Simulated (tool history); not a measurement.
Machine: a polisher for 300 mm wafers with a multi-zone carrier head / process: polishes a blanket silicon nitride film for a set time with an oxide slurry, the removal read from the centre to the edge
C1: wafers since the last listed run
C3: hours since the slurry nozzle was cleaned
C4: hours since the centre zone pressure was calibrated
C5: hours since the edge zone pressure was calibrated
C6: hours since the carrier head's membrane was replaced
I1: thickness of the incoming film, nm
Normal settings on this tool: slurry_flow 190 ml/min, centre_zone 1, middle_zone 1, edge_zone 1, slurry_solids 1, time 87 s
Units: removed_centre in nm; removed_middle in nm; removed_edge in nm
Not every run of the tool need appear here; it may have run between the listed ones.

Run 1, day 0: usual settings but slurry_solids 1.15; C1 0; wafers polished on this pad 275; C3 175.7; C4 1247.7; C5 1201.8; C6 1445.5; I1 239.3. Result: removed_centre 69.1 nm, removed_middle 67.4 nm, removed_edge 65 nm.
Run 2, day 0.317: usual settings but time 74 s; C1 65; wafers polished on this pad 341; C3 183.3; C4 1255.3; C5 1209.4; C6 1453.1; I1 238.2. Result: removed_centre 53.9 nm, removed_middle 52.1 nm, removed_edge 49.3 nm.
Run 3, day 0.583: usual settings but slurry_flow 160 ml/min; C1 55; wafers polished on this pad 396; C3 189.7; C4 1261.7; C5 1215.8; C6 1459.5; I1 239.6. Result: removed_centre 62 nm, removed_middle 60 nm, removed_edge 58.4 nm.
Run 4, day 1.288: usual settings but slurry_flow 160 ml/min; C1 145; wafers polished on this pad 542; C3 206.6; C4 1278.6; C5 1232.7; C6 1476.4; I1 238.7. Result: removed_centre 60 nm, removed_middle 60.2 nm, removed_edge 58.3 nm.
Run 5, day 2.142: usual settings but slurry_flow 160 ml/min; C1 176; wafers polished on this pad 718; C3 227.1; C4 1299.1; C5 1253.2; C6 1496.9; I1 244.6. Result: removed_centre 59.2 nm, removed_middle 59.2 nm, removed_edge 56.9 nm.
At day 2.4: worn pad replaced by a new one, repeated, since the last time left the tool worse.
Run 6, day 2.517: usual settings; C1 43; wafers polished on this pad 24; C3 236.1; C4 1308.1; C5 1262.2; C6 1505.9; I1 241.8. Result: removed_centre 74.7 nm, removed_middle 72.8 nm, removed_edge 70.6 nm.
Run 7, day 3.262: usual settings but centre_zone 0.92, middle_zone 1.06, time 109 s; C1 154; wafers polished on this pad 178; C3 254; C4 1326; C5 1280.1; C6 1523.8; I1 239.6. Result: removed_centre 85.8 nm, removed_middle 96.6 nm, removed_edge 89.2 nm.
Run 8, day 3.904: usual settings but slurry_flow 145 ml/min, centre_zone 1.1, edge_zone 1.08, slurry_solids 0.7; C1 132; wafers polished on this pad 311; C3 269.4; C4 1341.4; C5 1295.5; C6 1539.2; I1 240.9. Result: removed_centre 56.5 nm, removed_middle 50.1 nm, removed_edge 50.5 nm.
Run 9, day 4.408: usual settings but middle_zone 1.07, slurry_solids 0.8; C1 104; wafers polished on this pad 415; C3 281.5; C4 1353.5; C5 1307.6; C6 1551.3; I1 239.1. Result: removed_centre 61.5 nm, removed_middle 63.1 nm, removed_edge 57.6 nm.
Run 10, day 5.129: usual settings; C1 149; wafers polished on this pad 564; C3 298.8; C4 1370.8; C5 1324.9; C6 1568.6; I1 242.3. Result: removed_centre 73.8 nm, removed_middle 72.5 nm, removed_edge 70.1 nm.
At day 5.446: edge zone pressure recalibrated.
Run 11, day 5.733: usual settings but middle_zone 0.91, edge_zone 0.96, time 63 s; C1 107; wafers polished on this pad 672; C3 313.3; C4 1385.3; C5 6.9; C6 1583.1; I1 237.8. Result: removed_centre 52.6 nm, removed_middle 47.9 nm, removed_edge 48.9 nm.
Run 12, day 6.233: usual settings but centre_zone 0.89, middle_zone 0.92, slurry_solids 0.9; C1 103; wafers polished on this pad 776; C3 325.3; C4 1397.3; C5 18.9; C6 1595.1; I1 237.2. Result: removed_centre 59.5 nm, removed_middle 61.9 nm, removed_edge 64.1 nm.
At day 6.371: centre zone pressure recalibrated.
At day 7.008: carrier head's membrane replaced by a new one.
Run 13, day 7.029: usual settings but centre_zone 1.1; C1 104; wafers polished on this pad 880; C3 344.4; C4 15.8; C5 38; C6 0.5; I1 245.1. Result: removed_centre 79.3 nm, removed_middle 70.1 nm, removed_edge 69.1 nm.
Run 14, day 7.275: usual settings but slurry_solids 1.15, time 65 s; C1 50; wafers polished on this pad 931; C3 350.3; C4 21.7; C5 43.9; C6 6.4; I1 242.6. Result: removed_centre 58.7 nm, removed_middle 57 nm, removed_edge 54.6 nm.
Run 15, day 7.775: usual settings but edge_zone 0.96, time 60 s; C1 103; wafers polished on this pad 1035; C3 362.3; C4 33.7; C5 55.9; C6 18.4; I1 236.6. Result: removed_centre 49 nm, removed_middle 48 nm, removed_edge 45.9 nm.
At day 8.05: slurry nozzle cleaned.
Run 16, day 8.192: usual settings but centre_zone 1.12, edge_zone 0.95, slurry_solids 1.1; C1 77; wafers polished on this pad 1112; C3 3.4; C4 43.7; C5 65.9; C6 28.4; I1 242.4. Result: removed_centre 82 nm, removed_middle 71.7 nm, removed_edge 69.2 nm.
Run 17, day 8.475: usual settings; C1 58; wafers polished on this pad 1171; C3 10.2; C4 50.5; C5 72.7; C6 35.2; I1 237.6. Result: removed_centre 70.5 nm, removed_middle 68 nm, removed_edge 67.8 nm.
At day 8.992: worn pad replaced by a new one.
Run 18, day 9.033: usual settings but slurry_flow 245 ml/min, middle_zone 1.11, edge_zone 1.09, time 112 s; C1 81; wafers polished on this pad 8; C3 23.6; C4 63.9; C5 86.1; C6 48.6; I1 239.4. Result: removed_centre 99.1 nm, removed_middle 105.9 nm, removed_edge 96.7 nm.
Run 19, day 9.458: usual settings; C1 87; wafers polished on this pad 96; C3 33.8; C4 74.1; C5 96.3; C6 58.8; I1 237.5. Result: removed_centre 74.3 nm, removed_middle 73.7 nm, removed_edge 69.8 nm.
Run 20, day 9.712: usual settings but middle_zone 0.89, edge_zone 0.89; C1 52; wafers polished on this pad 149; C3 39.9; C4 80.2; C5 102.4; C6 64.9; I1 243.8. Result: removed_centre 74.1 nm, removed_middle 64.8 nm, removed_edge 66.9 nm.
Run 21, day 10.462: usual settings but slurry_flow 255 ml/min; C1 155; wafers polished on this pad 304; C3 57.9; C4 98.2; C5 120.4; C6 82.9; I1 242.7. Result: removed_centre 78.2 nm, removed_middle 75.6 nm, removed_edge 71.6 nm.
Run 22, day 11.042: usual settings; C1 119; wafers polished on this pad 424; C3 71.8; C4 112.1; C5 134.3; C6 96.8; I1 242.7. Result: removed_centre 72.7 nm, removed_middle 72.1 nm, removed_edge 69.9 nm.
Run 23, day 11.733: usual settings but middle_zone 0.89, edge_zone 0.89; C1 143; wafers polished on this pad 567; C3 88.4; C4 128.7; C5 150.9; C6 113.4; I1 239.1. Result: removed_centre 72.4 nm, removed_middle 65.2 nm, removed_edge 66.7 nm.

Forecast each of these 3 alternatives for the next run:
Run A, day 11.75: usual settings but slurry_flow 220 ml/min; C1 3; wafers polished on this pad 571; C3 88.8; C4 129.1; C5 151.3; C6 113.8; I1 241.4. Result: removed_centre ?, removed_middle ?, removed_edge ?.
Run B, day 11.75: usual settings but slurry_solids 0.9; C1 3; wafers polished on this pad 571; C3 88.8; C4 129.1; C5 151.3; C6 113.8; I1 241.4. Result: removed_centre ?, removed_middle ?, removed_edge ?.
Run C, day 11.75: usual settings but slurry_flow 215 ml/min; C1 3; wafers polished on this pad 571; C3 88.8; C4 129.1; C5 151.3; C6 113.8; I1 241.4. Result: removed_centre ?, removed_middle ?, removed_edge ?.

run  removed_centre  removed_middle  removed_edge
  A              74            73.3          71.9
  B            66.8            66.3          65.5
  C            73.7              73          71.8
What these runs would have given with no unlogged condition in the tool:
run  removed_centre  removed_middle  removed_edge
  A            75.7            74.9          73.6
  B            68.4            67.8            67
  C            75.4            74.7          73.4
